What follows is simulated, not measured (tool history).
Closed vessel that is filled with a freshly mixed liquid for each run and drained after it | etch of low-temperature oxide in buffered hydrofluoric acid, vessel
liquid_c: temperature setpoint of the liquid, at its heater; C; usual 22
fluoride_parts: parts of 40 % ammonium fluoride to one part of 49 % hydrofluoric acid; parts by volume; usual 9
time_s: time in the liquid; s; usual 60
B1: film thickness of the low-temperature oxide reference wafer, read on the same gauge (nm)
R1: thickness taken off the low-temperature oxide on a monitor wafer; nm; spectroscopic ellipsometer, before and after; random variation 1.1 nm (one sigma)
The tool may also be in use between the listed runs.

{"run": 1, "hour": 0.0, "liquid_c": 22, "fluoride_parts": 7, "time_s": 40, "B1": 140.01, "R1": 124.81}
{"run": 2, "hour": 63.9, "liquid_c": 22, "fluoride_parts": 7, "time_s": 40, "B1": 140.03, "R1": 124.66}
{"run": 3, "hour": 132.6, "liquid_c": 22, "fluoride_parts": 9, "time_s": 60, "B1": 140.01, "R1": 145.64}
{"run": 4, "hour": 180.6, "liquid_c": 22, "fluoride_parts": 9, "time_s": 60, "B1": 139.99, "R1": 144.91}
{"run": 5, "hour": 219.7, "liquid_c": 22, "fluoride_parts": 9, "time_s": 60, "B1": 139.98, "R1": 143.7}
{"run": 6, "hour": 245.6, "liquid_c": 22, "fluoride_parts": 9, "time_s": 60, "B1": 140, "R1": 144.34}
{"run": 7, "hour": 317.5, "liquid_c": 22, "fluoride_parts": 11, "time_s": 75, "B1": 140, "R1": 154.78}
{"run": 8, "hour": 348.5, "liquid_c": 22, "fluoride_parts": 11, "time_s": 75, "B1": 140.01, "R1": 154.6}
{"hour": 372.3, "done": "gauge calibrated"}
{"run": 9, "hour": 397.6, "liquid_c": 22, "fluoride_parts": 11, "time_s": 60, "B1": 140, "R1": 123.64}
{"run": 10, "hour": 438.4, "liquid_c": 22, "fluoride_parts": 11, "time_s": 60, "B1": 139.98, "R1": 122.18}
{"run": 11, "hour": 487.4, "liquid_c": 22, "fluoride_parts": 9, "time_s": 60, "B1": 139.97, "R1": 146.23}
{"run": 12, "hour": 519.3, "liquid_c": 22, "fluoride_parts": 9, "time_s": 60, "B1": 140.03, "R1": 143.52}
{"run": 13, "hour": 560.3, "liquid_c": 22, "fluoride_parts": 9, "time_s": 60, "B1": 139.98, "R1": 143.12}
{"run": 14, "hour": 595.7, "liquid_c": 22, "fluoride_parts": 9, "time_s": 60, "B1": 140, "R1": 143.12}
{"hour": 632.3, "done": "hydrofluoric acid flow meter replaced"}
{"run": 15, "hour": 638.9, "liquid_c": 22, "fluoride_parts": 12, "time_s": 60, "B1": 140.02, "R1": 112.14}
{"run": 16, "hour": 685.9, "liquid_c": 22, "fluoride_parts": 9, "time_s": 60, "B1": 140.01, "R1": 143.11}
{"run": 17, "hour": 716.8, "liquid_c": 22, "fluoride_parts": 6.5, "time_s": 30, "B1": 139.99, "R1": 100.9}
{"run": 18, "hour": 755.1, "liquid_c": 23.5, "fluoride_parts": 6, "time_s": 35, "B1": 140.01, "R1": 137.88}
{"run": 19, "hour": 818.7, "liquid_c": 22, "fluoride_parts": 6, "time_s": 80, "B1": 139.98, "R1": 288.85}
{"run": 20, "hour": 871.9, "liquid_c": 24.5, "fluoride_parts": 12, "time_s": 45, "B1": 140.04, "R1": 98.16}
{"run": 21, "hour": 917.7, "liquid_c": 22, "fluoride_parts": 9, "time_s": 45, "B1": 139.97, "R1": 107.31}
{"run": 22, "hour": 986.9, "liquid_c": 22, "fluoride_parts": 9, "time_s": 60, "B1": 139.98, "R1": 144.47}
{"run": 23, "hour": 1011.3, "liquid_c": 24.5, "fluoride_parts": 9, "time_s": 90, "B1": 140.01, "R1": 246.99}
{"hour": 1047.6, "done": "thermometer replaced"}
{"run": 24, "hour": 1078.1, "liquid_c": 18.5, "fluoride_parts": 6, "time_s": 85, "B1": 140, "R1": 254.46}
{"run": 25, "hour": 1117.6, "liquid_c": 22, "fluoride_parts": 11, "time_s": 40, "B1": 139.99, "R1": 82.23}
{"run": 26, "hour": 1239.9, "liquid_c": 18.5, "fluoride_parts": 9, "time_s": 70, "B1": 139.99, "R1": 137.06}
{"run": 27, "hour": 1267.1, "liquid_c": 22, "fluoride_parts": 9, "time_s": 60, "B1": 139.98, "R1": 144.54}
{"run": 28, "hour": 1323.8, "liquid_c": 22, "fluoride_parts": 9, "time_s": 30, "B1": 139.98, "R1": 72.78}
{"run": 29, "hour": 1376.7, "liquid_c": 22, "fluoride_parts": 9, "time_s": 60, "B1": 139.99, "R1": 142.24}
{"run": 30, "hour": 1402.4, "liquid_c": 24.5, "fluoride_parts": 10.5, "time_s": 60, "B1": 140, "R1": 147.78}
{"run": 31, "hour": 1437.9, "liquid_c": 22, "fluoride_parts": 6.5, "time_s": 40, "B1": 139.99, "R1": 134.11}

Forecast each of these 5 alternatives for the next run:
{"run": "A", "hour": 1438.6, "liquid_c": 22, "fluoride_parts": 9, "time_s": 60, "B1": "?", "R1": "?"}
{"run": "B", "hour": 1438.6, "liquid_c": 22, "fluoride_parts": 12, "time_s": 40, "B1": "?", "R1": "?"}
{"run": "C", "hour": 1438.6, "liquid_c": 18, "fluoride_parts": 9, "time_s": 35, "B1": "?", "R1": "?"}
{"run": "D", "hour": 1438.6, "liquid_c": 20, "fluoride_parts": 6, "time_s": 70, "B1": "?", "R1": "?"}
{"run": "E", "hour": 1438.6, "liquid_c": 20, "fluoride_parts": 9, "time_s": 45, "B1": "?", "R1": "?"}

run=A B1=139.98 R1=141.94
run=B B1=139.98 R1=74.13
run=C B1=139.98 R1=66.19
run=D B1=139.98 R1=222.36
run=E B1=139.98 R1=95.26
Without the tool's hidden state the same runs would have given:
run=A R1=141.94
run=B R1=74.13
run=C R1=66.19
run=D R1=222.36
run=E R1=95.26
